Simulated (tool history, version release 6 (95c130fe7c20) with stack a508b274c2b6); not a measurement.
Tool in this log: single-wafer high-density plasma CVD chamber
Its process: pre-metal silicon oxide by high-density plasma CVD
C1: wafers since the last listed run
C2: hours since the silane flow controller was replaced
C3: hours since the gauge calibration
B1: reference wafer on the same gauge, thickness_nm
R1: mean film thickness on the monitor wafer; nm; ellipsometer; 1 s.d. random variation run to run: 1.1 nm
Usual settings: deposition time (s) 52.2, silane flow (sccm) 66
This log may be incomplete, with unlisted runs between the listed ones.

Run 1, hour 0.0: usual settings; C1 0; C2 3103.0; C3 566.5; B1 284.186. Result: R1 346.970 nm.
Run 2, hour 44.3: usual settings but deposition time (s) 46.4, silane flow (sccm) 72; C1 812; C2 3147.3; C3 610.8; B1 284.068. Result: R1 328.416 nm.
Run 3, hour 102.6: usual settings but deposition time (s) 46.4, silane flow (sccm) 72; C1 1068; C2 3205.6; C3 669.1; B1 283.827. Result: R1 326.422 nm.
Run 4, hour 157.5: usual settings but deposition time (s) 46.0, silane flow (sccm) 74; C1 1006; C2 3260.5; C3 724.0; B1 283.717. Result: R1 331.092 nm.
Run 5, hour 204.4: usual settings but deposition time (s) 46.0, silane flow (sccm) 74; C1 859; C2 3307.4; C3 770.9; B1 283.950. Result: R1 331.534 nm.
Run 6, hour 273.1: usual settings but deposition time (s) 46.0, silane flow (sccm) 74; C1 1259; C2 3376.1; C3 839.6; B1 284.218. Result: R1 331.771 nm.
Run 7, hour 353.4: usual settings; C1 1472; C2 3456.4; C3 919.9; B1 284.011. Result: R1 350.281 nm.
Run 8, hour 417.3: usual settings; C1 1171; C2 3520.3; C3 983.8; B1 283.884. Result: R1 347.596 nm.
Run 9, hour 454.3: usual settings; C1 678; C2 3557.3; C3 1020.8; B1 283.735. Result: R1 347.205 nm.
Run 10, hour 499.1: usual settings but deposition time (s) 45.3; C1 821; C2 3602.1; C3 1065.6; B1 284.104. Result: R1 302.340 nm.
Run 11, hour 557.3: usual settings but deposition time (s) 45.3; C1 1067; C2 3660.3; C3 1123.8; B1 284.087. Result: R1 302.090 nm.
Run 12, hour 610.4: usual settings; C1 973; C2 3713.4; C3 1176.9; B1 283.578. Result: R1 348.345 nm.
Run 13, hour 648.6: usual settings; C1 700; C2 3751.6; C3 1215.1; B1 284.118. Result: R1 349.293 nm.
Run 14, hour 674.3: usual settings; C1 471; C2 3777.3; C3 1240.8; B1 283.620. Result: R1 350.686 nm.
Run 15, hour 700.9: usual settings; C1 487; C2 3803.9; C3 1267.4; B1 284.177. Result: R1 347.891 nm.
At hour 761.0: silane flow controller replaced.
Run 16, hour 761.5: usual settings but deposition time (s) 57.9, silane flow (sccm) 78; C1 964; C2 0.5; C3 1328.0; B1 284.073. Result: R1 415.694 nm.
Run 17, hour 822.8: usual settings but deposition time (s) 57.4, silane flow (sccm) 70; C1 1123; C2 61.8; C3 1389.3; B1 283.843. Result: R1 382.511 nm.
Run 18, hour 876.4: usual settings; C1 982; C2 115.4; C3 1442.9; B1 283.981. Result: R1 336.149 nm.
Run 19, hour 921.0: usual settings but deposition time (s) 49.1, silane flow (sccm) 55; C1 817; C2 160.0; C3 1487.5; B1 283.846. Result: R1 280.563 nm.
At hour 985.7: gauge calibrated.
Run 20, hour 1132.9: usual settings but deposition time (s) 62.3; C1 3884; C2 371.9; C3 147.2; B1 284.013. Result: R1 403.142 nm.
Run 21, hour 1184.4: usual settings but silane flow (sccm) 58; C1 944; C2 423.4; C3 198.7; B1 284.334. Result: R1 311.963 nm.
Run 22, hour 1254.6: usual settings but deposition time (s) 56.1, silane flow (sccm) 61; C1 1287; C2 493.6; C3 268.9; B1 284.260. Result: R1 344.015 nm.
Run 23, hour 1447.7: usual settings but deposition time (s) 55.9, silane flow (sccm) 53; C1 3540; C2 686.7; C3 462.0; B1 283.973. Result: R1 317.418 nm.
Run 24, hour 1474.7: usual settings but deposition time (s) 55.7, silane flow (sccm) 54; C1 495; C2 713.7; C3 489.0; B1 283.937. Result: R1 319.768 nm.
Run 25, hour 1502.6: usual settings but deposition time (s) 45.2, silane flow (sccm) 73; C1 511; C2 741.6; C3 516.9; B1 283.960. Result: R1 313.112 nm.
Run 26, hour 1557.7: usual settings but deposition time (s) 57.2, silane flow (sccm) 62; C1 1010; C2 796.7; C3 572.0; B1 283.746. Result: R1 358.356 nm.
Run 27, hour 1609.4: usual settings but silane flow (sccm) 70; C1 947; C2 848.4; C3 623.7; B1 283.912. Result: R1 353.686 nm.
Run 28, hour 1667.3: usual settings; C1 1061; C2 906.3; C3 681.6; B1 284.127. Result: R1 342.226 nm.
Run 29, hour 1723.4: usual settings; C1 1028; C2 962.4; C3 737.7; B1 283.861. Result: R1 344.840 nm.

Run-by-run hidden state of the tool:
gauge reads high (%): 0 across all the runs
H1: delivered silane flow above the setpoint (%)
run     H1
  1   6.71
  2   6.73
  3   6.75
  4   6.78
  5   6.79
  6   6.82
  7   6.84
  8   6.86
  9   6.88
 10   6.89
 11    6.9
 12   6.92
 13   6.93
 14   6.94
 15   6.94
 16  0.579
 17  0.879
 18   1.13
 19   1.33
 20   2.19
 21   2.38
 22   2.62
 23   3.23
 24   3.31
 25   3.39
 26   3.54
 27   3.67
 28   3.82
 29   3.95
